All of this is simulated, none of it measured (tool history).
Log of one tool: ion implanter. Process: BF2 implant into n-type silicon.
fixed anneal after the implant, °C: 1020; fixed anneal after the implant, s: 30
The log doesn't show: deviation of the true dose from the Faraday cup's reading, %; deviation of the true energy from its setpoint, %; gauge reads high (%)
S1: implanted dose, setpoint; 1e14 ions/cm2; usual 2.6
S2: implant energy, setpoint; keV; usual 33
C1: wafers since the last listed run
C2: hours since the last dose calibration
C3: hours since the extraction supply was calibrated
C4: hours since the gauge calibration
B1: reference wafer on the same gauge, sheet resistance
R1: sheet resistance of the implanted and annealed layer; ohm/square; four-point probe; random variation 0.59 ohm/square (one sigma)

| run | hour | S1 | S2 | C1 | C2 | C3 | C4 | B1 | R1 |
|---|---|---|---|---|---|---|---|---|---|
| 1 | 0 | 2.6 | 33 | 0 | 606.5 | 1781.4 | 591.6 | 400.03 | 392.88 |
| 2 | 88.7 | 2.6 | 33 | 1093 | 695.2 | 1870.1 | 680.3 | 399.9 | 393 |
| 3 | 126.7 | 2.6 | 35.5 | 468 | 733.2 | 1908.1 | 718.3 | 399.99 | 389.99 |
| 4 | 185.8 | 2.6 | 33 | 728 | 792.3 | 1967.2 | 777.4 | 400.02 | 393.14 |
| 5 | 236.8 | 2.6 | 33 | 628 | 843.3 | 2018.2 | 828.4 | 399.89 | 392.52 |
| 6 | 339.1 | 2.6 | 33 | 1260 | 945.6 | 2120.5 | 930.7 | 400.11 | 391.84 |
| 7 | 446 | 2.99 | 33 | 1317 | 1052.5 | 2227.4 | 1037.6 | 400.05 | 347.82 |
| 8 | 488.5 | 2.99 | 33 | 523 | 1095 | 2269.9 | 1080.1 | 399.95 | 347.41 |
| 9 | 565.8 | 2.99 | 33 | 952 | 1172.3 | 2347.2 | 1157.4 | 400.09 | 348 |
| 10 | 621.4 | 2.6 | 33 | 685 | 1227.9 | 2402.8 | 1213 | 400.04 | 390.39 |
| 11 | 691.2 | 2.6 | 33 | 860 | 1297.7 | 2472.6 | 1282.8 | 400.03 | 391.37 |
| 12 | 766.3 | 2.6 | 33 | 925 | 1372.8 | 2547.7 | 1357.9 | 399.97 | 390.42 |
| 13 | 943 | 2.6 | 33 | 2177 | 1549.5 | 2724.4 | 1534.6 | 399.84 | 390.15 |
| 14 | 1027.9 | 2.6 | 33 | 1046 | 1634.4 | 2809.3 | 1619.5 | 399.96 | 389.99 |
| 15 | 1105.7 | 1.99 | 43.5 | 958 | 1712.2 | 2887.1 | 1697.3 | 400.03 | 472.11 |
| 16 | 1178.1 | 3.33 | 26 | 892 | 1784.6 | 2959.5 | 1769.7 | 399.96 | 322.44 |
| 17 | 1266 | 2.6 | 21.5 | 1083 | 1872.5 | 3047.4 | 1857.6 | 400.08 | 406.22 |
|  | 1279.5 | Faraday cup replaced and dose calibrated |
| 18 | 1368.2 | 3.2 | 41 | 1160 | 88.7 | 3149.6 | 1959.8 | 400.07 | 324.48 |
| 19 | 1416.2 | 2.82 | 24.5 | 591 | 136.7 | 3197.6 | 2007.8 | 400.03 | 378.34 |
| 20 | 1509.2 | 2.6 | 33 | 1146 | 229.7 | 3290.6 | 2100.8 | 400.1 | 394.13 |
|  | 1554.1 | gauge calibrated |
| 21 | 1569.9 | 2.18 | 41 | 748 | 290.4 | 3351.3 | 15.8 | 400.07 | 446.71 |
| 22 | 1619 | 2.37 | 25 | 605 | 339.5 | 3400.4 | 64.9 | 399.94 | 436.19 |
| 23 | 1696.9 | 2.6 | 33 | 960 | 417.4 | 3478.3 | 142.8 | 399.98 | 393.48 |
| 24 | 1733.8 | 2.34 | 36 | 454 | 454.3 | 3515.2 | 179.7 | 400.02 | 425.95 |
| 25 | 1810.1 | 2.6 | 33 | 940 | 530.6 | 3591.5 | 256 | 400.2 | 393.21 |
| 26 | 1891.8 | 3.37 | 26 | 1006 | 612.3 | 3673.2 | 337.7 | 400.1 | 322.57 |
| 27 | 1937.3 | 2.6 | 33 | 560 | 657.8 | 3718.7 | 383.2 | 399.87 | 391.8 |
|  | 1954.4 | extraction supply calibrated |
| 28 | 2014.2 | 2.6 | 33 | 849 | 734.7 | 59.8 | 460.1 | 399.99 | 392.75 |
| 29 | 2106.7 | 2.6 | 33 | 1140 | 827.2 | 152.3 | 552.6 | 399.98 | 392.35 |
| 30 | 2208.7 | 2.6 | 37 | 1257 | 929.2 | 254.3 | 654.6 | 400.04 | 387.83 |
| 31 | 2266.5 | 2.6 | 33 | 712 | 987 | 312.1 | 712.4 | 399.98 | 393.36 |
| 32 | 2372.4 | 1.96 | 33 | 1305 | 1092.9 | 418 | 818.3 | 400.02 | 494.44 |
| 33 | 2452.5 | 3.33 | 41.5 | 987 | 1173 | 498.1 | 898.4 | 400.09 | 311.33 |
| 34 | 2554.3 | 2.6 | 33 | 1254 | 1274.8 | 599.9 | 1000.2 | 400.18 | 391.09 |
| 35 | 2631.5 | 2.6 | 27.5 | 951 | 1352 | 677.1 | 1077.4 | 400.08 | 398.76 |
| 36 | 2714.1 | 2.02 | 43.5 | 1018 | 1434.6 | 759.7 | 1160 | 400.02 | 467.09 |

Hidden state or all else? Some run-to-run changes of R1, split into what the settings, what came in and random variation would give without the hidden state, and what is left for the hidden state (with any gauge scatter that isn't in both results):
Run 15 -> 16: S1 1.99 -> 3.33, S2 43.5 -> 26. R1 -149.67 ohm/square: hidden state +1.21, all else -150.88.
Run 16 -> 17: S1 3.33 -> 2.6, S2 26 -> 21.5. R1 +83.78 ohm/square: hidden state -1.08, all else +84.86.
Run 17 -> 18: S1 2.6 -> 3.2, S2 21.5 -> 41, Faraday cup replaced and dose calibrated. R1 -81.74 ohm/square: hidden state +4.65, all else -86.39.
Run 31 -> 32: S1 2.6 -> 1.96. R1 +101.08 ohm/square: hidden state -0.71, all else +101.79.
Run 32 -> 33: S1 1.96 -> 3.33, S2 33 -> 41.5. R1 -183.11 ohm/square: hidden state +0.75, all else -183.86.
